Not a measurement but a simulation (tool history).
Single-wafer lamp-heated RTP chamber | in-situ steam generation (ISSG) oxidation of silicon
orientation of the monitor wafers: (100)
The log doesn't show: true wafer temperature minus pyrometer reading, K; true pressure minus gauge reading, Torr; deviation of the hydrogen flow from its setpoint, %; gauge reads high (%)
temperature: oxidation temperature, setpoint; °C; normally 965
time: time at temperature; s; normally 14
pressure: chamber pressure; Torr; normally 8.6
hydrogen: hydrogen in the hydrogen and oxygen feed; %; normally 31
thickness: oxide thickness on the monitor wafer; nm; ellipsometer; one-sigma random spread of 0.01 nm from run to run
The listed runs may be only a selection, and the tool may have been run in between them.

run     day  temperature  time  pressure  hydrogen  wafers since the last listed run  wafers since the last pyrometer calibration  hours since the pressure gauge was zeroed  hours since the hydrogen flow controller was replaced  hours since the gauge calibration  read-back reference wafer on the same gauge, thickness  thickness
  1       0          965    14       9.5        31                                 0                                         7471                                     5188.5                                                 4503.6                              246.9                                                   4.748      4.679
  2   0.479          965    14       9.5        31                               164                                         7636                                       5200                                                 4515.1                              258.4                                                   4.748      4.671
  3   0.933          965    11       8.6        31                               155                                         7792                                     5210.9                                                   4526                              269.3                                                    4.75      4.355
      1.696  -- pressure gauge zeroed
  4   1.717          965    14       8.6        31                               154                                         7946                                        0.5                                                 4544.8                              288.1                                                   4.749      4.748
  5   1.729          965    14       8.6        31                                 4                                         7950                                        0.8                                                 4545.1                              288.4                                                   4.751      4.775
  6   1.975          965    14       8.6        31                                84                                         8035                                        6.7                                                   4551                              294.3                                                   4.752      4.758
  7   2.508          965    14       8.6        31                               182                                         8217                                       19.5                                                 4563.8                              307.1                                                   4.748      4.747
  8    2.95          965    14       8.6        31                               151                                         8369                                       30.1                                                 4574.4                              317.7                                                    4.75      4.764
      4.475  -- gauge calibrated
  9   4.533          965    14       8.6        31                               543                                         8912                                       68.1                                                 4612.4                                1.4                                                   4.752       4.76
       4.95  -- pyrometer window cleaned and pyrometer calibrated
 10   4.971          965    16       7.6        31                                35                                            7                                       78.6                                                 4622.9                               11.9                                                   4.753      5.047
 11   5.321          946    17       7.9        32                               120                                          127                                         87                                                 4631.3                               20.3                                                   4.752      4.938
 12   5.888          965    18       8.6        31                               194                                          321                                      100.6                                                 4644.9                               33.9                                                   4.749      5.236
 13   6.271          965    16       7.3        31                               131                                          452                                      109.8                                                 4654.1                               43.1                                                   4.749      5.077
 14   6.696          965    14       8.6        31                               145                                          598                                        120                                                 4664.3                               53.3                                                    4.75      4.743
       7.15  -- hydrogen flow controller replaced
 15   7.362          965    14       8.6        31                               114                                          713                                        136                                                    5.1                               69.3                                                   4.749      4.758
 16   8.042          974    14       8.6        31                               232                                          946                                      152.3                                                   21.4                               85.6                                                   4.751      4.869
 17    8.45          965    14       7.2        31                               140                                         1086                                      162.1                                                   31.2                               95.4                                                   4.751      4.805
 18     8.9          956    16       9.8        31                               154                                         1240                                      172.9                                                     42                              106.2                                                   4.751      4.747
 19   9.425          965     9       7.3        31                               180                                         1420                                      185.5                                                   54.6                              118.8                                                    4.75      4.073
 20  10.038          950    18       8.6        31                               210                                         1630                                      200.2                                                   69.3                              133.5                                                   4.747      5.004
 21  10.525          965    14       7.4        31                               167                                         1797                                      211.9                                                     81                              145.2                                                   4.751      4.797
 22  11.233          965    19       8.6        31                               242                                         2040                                      228.9                                                     98                              162.2                                                   4.749      5.354
 23  11.621          965    14       8.6        31                               132                                         2173                                      238.2                                                  107.3                              171.5                                                    4.75      4.759
 24  12.304          965    14       7.1        28                               234                                         2408                                      254.6                                                  123.7                              187.9                                                   4.748      4.657
 25  12.667          958    14       8.6        31                               124                                         2532                                      263.3                                                  132.4                              196.6                                                   4.752       4.66
 26  13.358          965    14       8.6        31                               237                                         2769                                      279.9                                                    149                              213.2                                                    4.75      4.764
 27  13.729          955    17       8.6        31                               127                                         2896                                      288.8                                                  157.9                              222.1                                                   4.752      4.969
 28  14.262          965    14       8.6        31                               182                                         3079                                      301.6                                                  170.7                              234.9                                                   4.751      4.735
 29  14.812          965    14       8.6        31                               188                                         3268                                      314.8                                                  183.9                              248.1                                                   4.752      4.747
 30  15.138          965    14       8.1        21                               111                                         3379                                      322.6                                                  191.7                              255.9                                                   4.751      4.329
 31  15.575          965    14       8.6        31                               150                                         3529                                      333.1                                                  202.2                              266.4                                                   4.748      4.749

Branching from run 31: 4 alternative next runs. What would each branch give?
  A  15.592          965    14       8.1        31                                 5                                         3535                                      333.5                                                  202.6                              266.8                                                       ?          ?
  B  15.592          974    15       8.6        32                                 5                                         3535                                      333.5                                                  202.6                              266.8                                                       ?          ?
  C  15.592          953    11       8.6        31                                 5                                         3535                                      333.5                                                  202.6                              266.8                                                       ?          ?
  D  15.592          979    14       8.6        31                                 5                                         3535                                      333.5                                                  202.6                              266.8                                                       ?          ?

run  read-back reference wafer on the same gauge, thickness  thickness
  A                                                   4.748      4.783
  B                                                   4.748      5.059
  C                                                   4.748      4.216
  D                                                   4.748      4.958
Without the tool's unlogged condition, the same runs would have read:
run  thickness
  A      4.783
  B      5.059
  C      4.216
  D      4.958

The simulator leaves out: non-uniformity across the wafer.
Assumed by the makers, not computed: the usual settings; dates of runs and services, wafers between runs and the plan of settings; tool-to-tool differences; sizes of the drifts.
